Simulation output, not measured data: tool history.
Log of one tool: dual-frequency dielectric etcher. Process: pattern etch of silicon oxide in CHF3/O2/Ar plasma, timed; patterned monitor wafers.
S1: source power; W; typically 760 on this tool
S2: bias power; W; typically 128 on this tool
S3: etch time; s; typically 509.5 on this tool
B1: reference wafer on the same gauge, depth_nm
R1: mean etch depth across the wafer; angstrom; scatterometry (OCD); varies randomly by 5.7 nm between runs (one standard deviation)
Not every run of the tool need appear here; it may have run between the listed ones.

{"run": 1, "hour": 0.0, "S1": 760, "S2": 128, "S3": 509.5, "B1": 976.9, "R1": 9142}
{"run": 2, "hour": 13.4, "S1": 760, "S2": 128, "S3": 509.5, "B1": 976.4, "R1": 9065}
{"run": 3, "hour": 31.7, "S1": 760, "S2": 128, "S3": 595.5, "B1": 977.3, "R1": 10678}
{"run": 4, "hour": 59.6, "S1": 760, "S2": 128, "S3": 595.5, "B1": 978.9, "R1": 10572}
{"hour": 107.5, "done": "wet clean of the chamber"}
{"run": 5, "hour": 108.0, "S1": 760, "S2": 128, "S3": 591.5, "B1": 975.9, "R1": 11148}
{"run": 6, "hour": 130.1, "S1": 760, "S2": 128, "S3": 509.5, "B1": 976.5, "R1": 9609}
{"run": 7, "hour": 157.8, "S1": 760, "S2": 128, "S3": 509.5, "B1": 976.5, "R1": 9462}
{"run": 8, "hour": 177.2, "S1": 760, "S2": 128, "S3": 509.5, "B1": 975.8, "R1": 9446}
{"run": 9, "hour": 212.4, "S1": 760, "S2": 128, "S3": 509.5, "B1": 978, "R1": 9490}
{"hour": 224.1, "done": "gauge calibrated"}
{"run": 10, "hour": 237.1, "S1": 760, "S2": 142, "S3": 509.5, "B1": 976.7, "R1": 9981}
{"run": 11, "hour": 268.2, "S1": 690, "S2": 128, "S3": 509.5, "B1": 975.6, "R1": 9085}
{"run": 12, "hour": 299.7, "S1": 760, "S2": 128, "S3": 509.5, "B1": 978.1, "R1": 9305}
{"hour": 359.2, "done": "upper electrode replaced"}
{"run": 13, "hour": 359.7, "S1": 760, "S2": 104, "S3": 509.5, "B1": 977.4, "R1": 8384}
{"run": 14, "hour": 373.1, "S1": 910, "S2": 113, "S3": 509.5, "B1": 977.7, "R1": 9612}
{"run": 15, "hour": 391.6, "S1": 760, "S2": 112, "S3": 509.5, "B1": 977, "R1": 8714}
{"run": 16, "hour": 427.3, "S1": 760, "S2": 128, "S3": 509.5, "B1": 975.5, "R1": 9271}
{"run": 17, "hour": 456.0, "S1": 610, "S2": 128, "S3": 509.5, "B1": 977.5, "R1": 8457}
{"hour": 483.3, "done": "bias power generator calibrated"}
{"run": 18, "hour": 490.0, "S1": 760, "S2": 128, "S3": 509.5, "B1": 977.6, "R1": 9254}
{"hour": 526.5, "done": "source power generator calibrated"}
{"hour": 575.2, "done": "wet clean of the chamber"}
{"run": 19, "hour": 575.7, "S1": 620, "S2": 158, "S3": 589.5, "B1": 977.1, "R1": 11308}
{"run": 20, "hour": 592.3, "S1": 760, "S2": 101, "S3": 509.5, "B1": 976.5, "R1": 8549}
{"run": 21, "hour": 621.4, "S1": 760, "S2": 99, "S3": 509.5, "B1": 978.9, "R1": 8448}
{"run": 22, "hour": 635.1, "S1": 760, "S2": 128, "S3": 569.5, "B1": 976.8, "R1": 10663}
{"run": 23, "hour": 648.8, "S1": 650, "S2": 128, "S3": 509.5, "B1": 975.6, "R1": 8850}
{"run": 24, "hour": 665.9, "S1": 600, "S2": 118, "S3": 427.5, "B1": 976.5, "R1": 6922}
{"run": 25, "hour": 678.2, "S1": 630, "S2": 98, "S3": 509.5, "B1": 976, "R1": 7645}
{"run": 26, "hour": 713.5, "S1": 690, "S2": 128, "S3": 509.5, "B1": 975.3, "R1": 9096}
{"run": 27, "hour": 735.4, "S1": 700, "S2": 128, "S3": 509.5, "B1": 975.8, "R1": 9151}
{"run": 28, "hour": 771.1, "S1": 910, "S2": 97, "S3": 640.5, "B1": 977.1, "R1": 11069}
{"run": 29, "hour": 796.7, "S1": 840, "S2": 128, "S3": 397.5, "B1": 976.3, "R1": 7658}
{"run": 30, "hour": 829.3, "S1": 760, "S2": 128, "S3": 582, "B1": 979, "R1": 10614}
{"run": 31, "hour": 863.9, "S1": 760, "S2": 139, "S3": 394, "B1": 975.8, "R1": 7532}

Results for each run, recomputed without the tool's hidden state and with each run's random variation untouched:
The tool's hidden condition here consists of: etch rate over this chamber's usual, %; source power that arrives over what is set, %; bias power that arrives over what is set, %; gauge reads high (%).
run=1 R1=9545
run=2 R1=9476
run=3 R1=11182
run=4 R1=11100
run=5 R1=11124
run=6 R1=9607
run=7 R1=9484
run=8 R1=9484
run=9 R1=9558
run=10 R1=10075
run=11 R1=9196
run=12 R1=9446
run=13 R1=8557
run=14 R1=9822
run=15 R1=8920
run=16 R1=9521
run=17 R1=8708
run=18 R1=9557
run=19 R1=11253
run=20 R1=8520
run=21 R1=8442
run=22 R1=10667
run=23 R1=8864
run=24 R1=6944
run=25 R1=7677
run=26 R1=9164
run=27 R1=9237
run=28 R1=11209
run=29 R1=7772
run=30 R1=10804
run=31 R1=7692
